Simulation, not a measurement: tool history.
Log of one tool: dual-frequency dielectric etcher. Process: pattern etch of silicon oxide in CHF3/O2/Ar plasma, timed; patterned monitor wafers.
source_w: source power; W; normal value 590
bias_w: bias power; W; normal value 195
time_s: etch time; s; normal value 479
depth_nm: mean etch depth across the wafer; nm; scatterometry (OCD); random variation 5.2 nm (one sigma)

run,hour,source_w,bias_w,time_s,"read-back reference wafer on the same gauge, depth_nm",depth_nm
1,0,590,195,479,771.5,930.3
2,57.9,590,195,479,771.5,942.5
3,144.3,590,234,479,772.3,992.2
4,215,590,195,479,771.9,946.3
5,274.7,590,195,512,771.5,1020.7
6,463.7,590,195,512.5,771.5,989.8
7,510.5,540,195,479,771.9,892.6
8,559.1,590,195,544,771.8,1070.8
9,647.2,590,195,479,772.8,945.7
10,739.4,590,195,479,771.1,951.8
11,807.7,590,195,479,772.8,960.1
12,897.6,590,195,479,771.9,902.2
13,934.3,510,224,390,771.4,708.1
14,1018.7,590,195,479,772.2,901.4
15,1087.7,730,195,395.5,771.7,843.8
16,1159.9,740,148,602.5,771.7,1222.5
17,1247.5,590,195,479,772.6,929.5
18,1353.1,590,209,389,774.1,771.6
19,1516.1,700,219,548.5,772.4,1172.7
20,1623.6,720,195,479,771,1020.7

Not shown: 7 entries that the log had between the listed runs. Between which runs, and how does the tool's hidden state differ before and after?
Runs 5 to 6: wet clean of the chamber (hour 370.2)
  etch rate over this chamber's usual, %: 5.06 -> 2.13
  measured minus no-state result, depth_nm: +49.2 -> +20.7 nm
Runs 7 to 8: source power generator calibrated (hour 532.7)
  etch rate over this chamber's usual, %: 2.57 -> 3.02
  measured minus no-state result, depth_nm: +22.3 -> +31.3 nm
Runs 11 to 12: wet clean of the chamber (hour 897.1)
  etch rate over this chamber's usual, %: 5.32 -> -0.807
  measured minus no-state result, depth_nm: +48.6 -> -7.4 nm
Runs 14 to 15: gauge calibrated (hour 1031.6); upper electrode replaced (hour 1058.9)
  etch rate over this chamber's usual, %: 0.317 -> 0.958
  measured minus no-state result, depth_nm: +2.8 -> +8 nm
Runs 15 to 16: bias power generator calibrated (hour 1141.1)
  etch rate over this chamber's usual, %: 0.958 -> 1.63
  measured minus no-state result, depth_nm: +8 -> +19.6 nm
Runs 18 to 19: wet clean of the chamber (hour 1459.4)
  etch rate over this chamber's usual, %: 3.42 -> 0.0597
  measured minus no-state result, depth_nm: +25.5 -> +0.7 nm
